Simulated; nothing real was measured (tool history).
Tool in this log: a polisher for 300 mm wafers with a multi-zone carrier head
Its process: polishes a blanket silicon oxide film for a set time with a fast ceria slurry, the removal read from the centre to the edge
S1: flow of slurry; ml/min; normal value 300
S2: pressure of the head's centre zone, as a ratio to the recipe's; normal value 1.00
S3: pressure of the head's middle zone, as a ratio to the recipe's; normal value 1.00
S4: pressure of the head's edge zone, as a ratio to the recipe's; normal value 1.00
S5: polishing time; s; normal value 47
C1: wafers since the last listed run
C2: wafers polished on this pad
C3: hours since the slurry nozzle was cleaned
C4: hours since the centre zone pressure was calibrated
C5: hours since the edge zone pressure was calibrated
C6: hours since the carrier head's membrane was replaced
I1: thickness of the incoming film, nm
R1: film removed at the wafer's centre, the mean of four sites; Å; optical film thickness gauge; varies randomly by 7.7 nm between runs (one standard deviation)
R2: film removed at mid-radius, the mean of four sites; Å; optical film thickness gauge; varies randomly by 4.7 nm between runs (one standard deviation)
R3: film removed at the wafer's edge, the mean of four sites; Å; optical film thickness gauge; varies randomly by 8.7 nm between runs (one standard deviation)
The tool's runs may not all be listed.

run,hour,S1,S2,S3,S4,S5,C1,C2,C3,C4,C5,C6,I1,R1,R2,R3
1,0.0,300,1.00,1.00,0.91,47,0,619,225.0,1052.1,395.2,1009.6,1686.0,5198,5273,5172
# hour 12.5: worn pad replaced by a new one
2,13.0,300,1.00,1.00,0.91,47,97,5,238.0,1065.1,408.2,1022.6,1667.0,5525,5736,5575
3,20.5,300,1.00,1.00,1.07,47,81,86,245.5,1072.6,415.7,1030.1,1659.4,5556,5642,5972
4,31.6,300,1.00,1.00,1.07,47,119,206,256.6,1083.7,426.8,1041.2,1700.8,5331,5576,5837
5,37.9,300,1.00,1.00,1.07,47,68,274,262.9,1090.0,433.1,1047.5,1659.6,5379,5468,5707
# hour 57.2: carrier head's membrane replaced by a new one
6,57.7,300,1.00,1.00,0.90,47,159,434,282.7,1109.8,452.9,0.5,1646.6,5159,5326,5148
7,67.8,300,1.00,1.00,0.90,47,109,543,292.8,1119.9,463.0,10.6,1673.3,5355,5338,5114
# hour 82.9: edge zone pressure recalibrated
8,83.4,300,1.00,1.00,0.90,47,146,690,308.4,1135.5,0.5,26.2,1656.6,5112,5272,5104
# hour 89.8: centre zone pressure recalibrated
# hour 92.1: worn pad replaced by a new one
9,93.1,300,1.00,1.00,1.00,47,57,10,318.1,3.3,10.2,35.9,1673.3,5483,5802,5798
10,111.4,300,1.00,1.00,1.00,47,197,208,336.4,21.6,28.5,54.2,1651.8,5253,5456,5635
# hour 156.4: worn pad replaced by a new one
11,159.7,300,1.00,1.00,1.00,47,478,35,384.7,69.9,76.8,102.5,1661.4,5720,5688,5917
12,170.3,300,1.04,1.00,1.00,47,114,149,395.3,80.5,87.4,113.1,1663.4,5582,5561,5582
# hour 174.0: slurry nozzle cleaned
13,183.5,300,1.00,1.00,1.00,47,131,281,9.5,93.7,100.6,126.3,1643.0,5346,5453,5551
14,198.2,375,1.00,1.03,1.00,47,158,440,24.2,108.4,115.3,141.0,1657.4,5368,5628,5682
15,211.3,300,1.00,1.00,1.00,47,141,582,37.3,121.5,128.4,154.1,1693.3,5268,5358,5419
# hour 230.0: worn pad replaced by a new one
16,230.5,300,1.00,1.00,1.00,47,164,5,56.5,140.7,147.6,173.3,1647.3,5515,5671,5729
17,240.9,300,0.94,1.00,1.00,47,112,117,66.9,151.1,158.0,183.7,1671.9,5141,5574,5532
18,247.5,300,1.08,0.96,0.92,47,71,189,73.5,157.7,164.6,190.3,1687.3,5645,5322,5402
19,264.2,270,1.00,1.03,1.00,47,180,369,90.2,174.4,181.3,207.0,1675.2,5122,5419,5335
20,272.6,300,1.00,1.00,1.06,60,90,460,98.6,182.8,189.7,215.4,1683.8,6651,6782,7199
21,282.2,300,1.00,1.10,1.00,40,103,564,108.2,192.4,199.3,225.0,1660.8,4345,4819,4543
# hour 299.5: worn pad replaced by a new one
22,300.0,300,1.00,1.00,1.05,47,149,5,126.0,210.2,217.1,242.8,1681.0,5611,5830,6032

Predict each of these 4 candidate next runs independently; none follows another, all start after run 22:
A,300.4,300,1.00,1.00,1.09,47,4,9,126.4,210.6,217.5,243.2,1649.6,?,?,?
B,300.4,335,1.10,1.00,1.00,47,4,9,126.4,210.6,217.5,243.2,1649.6,?,?,?
C,300.4,370,1.00,1.00,1.00,42,4,9,126.4,210.6,217.5,243.2,1649.6,?,?,?
D,300.4,300,1.00,1.00,0.88,53,4,9,126.4,210.6,217.5,243.2,1649.6,?,?,?

run,R1,R2,R3
A,5580,5778,6171
B,6206,5829,5960
C,5080,5251,5357
D,6293,6517,6292
Without the tool's hidden state the same runs would have given:
run,R1,R2,R3
A,5625,5824,6220
B,6255,5875,6007
C,5121,5293,5400
D,6343,6569,6342

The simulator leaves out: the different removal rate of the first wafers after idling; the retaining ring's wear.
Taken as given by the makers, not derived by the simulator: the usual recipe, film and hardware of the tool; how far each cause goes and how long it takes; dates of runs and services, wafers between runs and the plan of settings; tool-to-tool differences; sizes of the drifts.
